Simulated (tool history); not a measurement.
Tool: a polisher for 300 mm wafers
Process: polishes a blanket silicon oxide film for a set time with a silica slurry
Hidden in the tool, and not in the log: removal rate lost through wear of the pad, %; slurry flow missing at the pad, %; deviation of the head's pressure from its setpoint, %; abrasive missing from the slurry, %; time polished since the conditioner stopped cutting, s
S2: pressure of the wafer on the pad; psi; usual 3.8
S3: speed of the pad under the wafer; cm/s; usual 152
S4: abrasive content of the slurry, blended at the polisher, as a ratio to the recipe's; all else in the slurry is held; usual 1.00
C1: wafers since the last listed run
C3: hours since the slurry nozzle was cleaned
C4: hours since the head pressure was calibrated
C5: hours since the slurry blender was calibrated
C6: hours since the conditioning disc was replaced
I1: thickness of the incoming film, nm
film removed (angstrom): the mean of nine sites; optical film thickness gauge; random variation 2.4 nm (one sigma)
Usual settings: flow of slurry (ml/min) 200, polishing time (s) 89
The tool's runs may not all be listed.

Run 1, day 0.000: usual settings but S3 166 cm/s; C1 0; wafers polished on this pad 1442; C3 13.7; C4 18.8; C5 424.6; C6 43.3; I1 964.3. Result: film removed (angstrom) 3761.
At day 1.000: slurry blender recalibrated.
Run 2, day 2.979: usual settings but S3 166 cm/s; C1 513; wafers polished on this pad 1956; C3 85.2; C4 90.3; C5 47.5; C6 114.8; I1 983.8. Result: film removed (angstrom) 3646.
At day 3.438: worn pad replaced by a new one.
Run 3, day 5.504: usual settings; C1 418; wafers polished on this pad 366; C3 145.8; C4 150.9; C5 108.1; C6 175.4; I1 975.3. Result: film removed (angstrom) 3377.
Run 4, day 8.112: usual settings; C1 462; wafers polished on this pad 829; C3 208.4; C4 213.5; C5 170.7; C6 238.0; I1 979.0. Result: film removed (angstrom) 3290.
Run 5, day 9.604: usual settings; C1 264; wafers polished on this pad 1094; C3 244.2; C4 249.3; C5 206.5; C6 273.8; I1 980.8. Result: film removed (angstrom) 3231.
At day 12.404: conditioning disc replaced and pad reconditioned.
Run 6, day 12.517: usual settings; C1 502; wafers polished on this pad 1596; C3 314.1; C4 319.2; C5 276.4; C6 2.7; I1 980.4. Result: film removed (angstrom) 3378.
Run 7, day 14.008: usual settings; C1 264; wafers polished on this pad 1861; C3 349.9; C4 355.0; C5 312.2; C6 38.5; I1 982.6. Result: film removed (angstrom) 3283.
At day 16.688: slurry blender recalibrated.
Run 8, day 16.908: usual settings but S2 4.4 psi; C1 499; wafers polished on this pad 2360; C3 419.5; C4 424.6; C5 5.3; C6 108.1; I1 973.9. Result: film removed (angstrom) 3763.
At day 17.025: slurry nozzle cleaned.
At day 17.583: worn pad replaced by a new one.
At day 18.200: head pressure recalibrated.
Run 9, day 18.654: usual settings but S2 4.4 psi; C1 258; wafers polished on this pad 175; C3 39.1; C4 10.9; C5 47.2; C6 150.0; I1 994.3. Result: film removed (angstrom) 4008.
Run 10, day 23.346: usual settings but S4 1.20, polishing time (s) 68; C1 832; wafers polished on this pad 1007; C3 151.7; C4 123.5; C5 159.8; C6 262.6; I1 966.5. Result: film removed (angstrom) 2693.
At day 24.996: conditioning disc replaced and pad reconditioned.
Run 11, day 25.579: usual settings but S4 1.20, polishing time (s) 68; C1 381; wafers polished on this pad 1389; C3 205.3; C4 177.1; C5 213.4; C6 14.0; I1 985.3. Result: film removed (angstrom) 2741.
Run 12, day 27.800: usual settings but S3 102 cm/s, S4 1.20; C1 394; wafers polished on this pad 1783; C3 258.6; C4 230.4; C5 266.7; C6 67.3; I1 972.9. Result: film removed (angstrom) 2774.
Run 13, day 29.962: usual settings but S4 1.10, polishing time (s) 64; C1 383; wafers polished on this pad 2167; C3 310.5; C4 282.3; C5 318.6; C6 119.2; I1 987.8. Result: film removed (angstrom) 2415.
At day 30.346: worn pad replaced by a new one.
Run 14, day 32.079: usual settings but flow of slurry (ml/min) 265, S2 4.3 psi, polishing time (s) 98; C1 346; wafers polished on this pad 307; C3 361.3; C4 333.1; C5 369.4; C6 170.0; I1 989.3. Result: film removed (angstrom) 4000.
At day 32.921: slurry blender recalibrated.
At day 33.054: slurry nozzle cleaned.
Run 15, day 33.988: usual settings but S2 3.5 psi, S3 120 cm/s, S4 1.25; C1 316; wafers polished on this pad 624; C3 22.4; C4 378.9; C5 25.6; C6 215.8; I1 995.4. Result: film removed (angstrom) 2802.
At day 35.104: head pressure recalibrated.
Run 16, day 36.812: usual settings; C1 486; wafers polished on this pad 1111; C3 90.2; C4 41.0; C5 93.4; C6 283.6; I1 978.7. Result: film removed (angstrom) 3370.
At day 36.908: conditioning disc replaced and pad reconditioned.
Run 17, day 38.629: usual settings; C1 307; wafers polished on this pad 1418; C3 133.8; C4 84.6; C5 137.0; C6 41.3; I1 982.2. Result: film removed (angstrom) 3474.
Run 18, day 39.883: usual settings but flow of slurry (ml/min) 260, S2 5.1 psi, S4 1.15, polishing time (s) 117; C1 222; wafers polished on this pad 1641; C3 163.9; C4 114.7; C5 167.1; C6 71.4; I1 982.3. Result: film removed (angstrom) 6549.
Run 19, day 41.604: usual settings but S3 134 cm/s, polishing time (s) 63; C1 305; wafers polished on this pad 1946; C3 205.2; C4 156.0; C5 208.4; C6 112.7; I1 985.7. Result: film removed (angstrom) 2197.
At day 42.992: worn pad replaced by a new one.
Run 20, day 43.571: usual settings but S4 0.90; C1 319; wafers polished on this pad 102; C3 252.4; C4 203.2; C5 255.6; C6 159.9; I1 974.5. Result: film removed (angstrom) 3134.
Run 21, day 45.779: usual settings but S2 4.4 psi, S3 108 cm/s; C1 391; wafers polished on this pad 494; C3 305.4; C4 256.2; C5 308.6; C6 212.9; I1 964.2. Result: film removed (angstrom) 3073.
Run 22, day 48.425: usual settings but S2 2.8 psi, S4 0.75, polishing time (s) 115; C1 469; wafers polished on this pad 964; C3 368.9; C4 319.7; C5 372.1; C6 276.4; I1 966.7. Result: film removed (angstrom) 2646.
At day 50.454: conditioning disc replaced and pad reconditioned.
Run 23, day 50.775: usual settings but flow of slurry (ml/min) 230, S4 0.85; C1 402; wafers polished on this pad 1366; C3 425.3; C4 376.1; C5 428.5; C6 7.7; I1 977.2. Result: film removed (angstrom) 3083.
At day 51.204: slurry nozzle cleaned.
At day 51.638: slurry blender recalibrated.
At day 52.404: head pressure recalibrated.
Run 24, day 53.075: usual settings but polishing time (s) 67; C1 371; wafers polished on this pad 1737; C3 44.9; C4 16.1; C5 34.5; C6 62.9; I1 980.3. Result: film removed (angstrom) 2656.
At day 55.167: worn pad replaced by a new one.
Run 25, day 55.292: usual settings but S4 1.25; C1 363; wafers polished on this pad 22; C3 98.1; C4 69.3; C5 87.7; C6 116.1; I1 983.8. Result: film removed (angstrom) 3779.
Run 26, day 57.512: usual settings; C1 394; wafers polished on this pad 416; C3 151.4; C4 122.6; C5 141.0; C6 169.4; I1 957.9. Result: film removed (angstrom) 3370.

3 ways to go on from here, each from the tool as it stands after run 26. What would each give?
Run A, day 57.529: usual settings; C1 2; wafers polished on this pad 419; C3 151.8; C4 123.0; C5 141.4; C6 169.8; I1 981.9. Result: film removed (angstrom) ?.
Run B, day 57.529: usual settings but S3 186 cm/s, polishing time (s) 71; C1 2; wafers polished on this pad 419; C3 151.8; C4 123.0; C5 141.4; C6 169.8; I1 981.9. Result: film removed (angstrom) ?.
Run C, day 57.529: usual settings but S2 4.3 psi, S3 110 cm/s, S4 0.80, polishing time (s) 62; C1 2; wafers polished on this pad 419; C3 151.8; C4 123.0; C5 141.4; C6 169.8; I1 981.9. Result: film removed (angstrom) ?.

run  film removed (angstrom)
  A                     3379
  B                     3065
  C                     1939
Without the tool's hidden state the same runs would have given:
run  film removed (angstrom)
  A                     3659
  B                     3337
  C                     2092
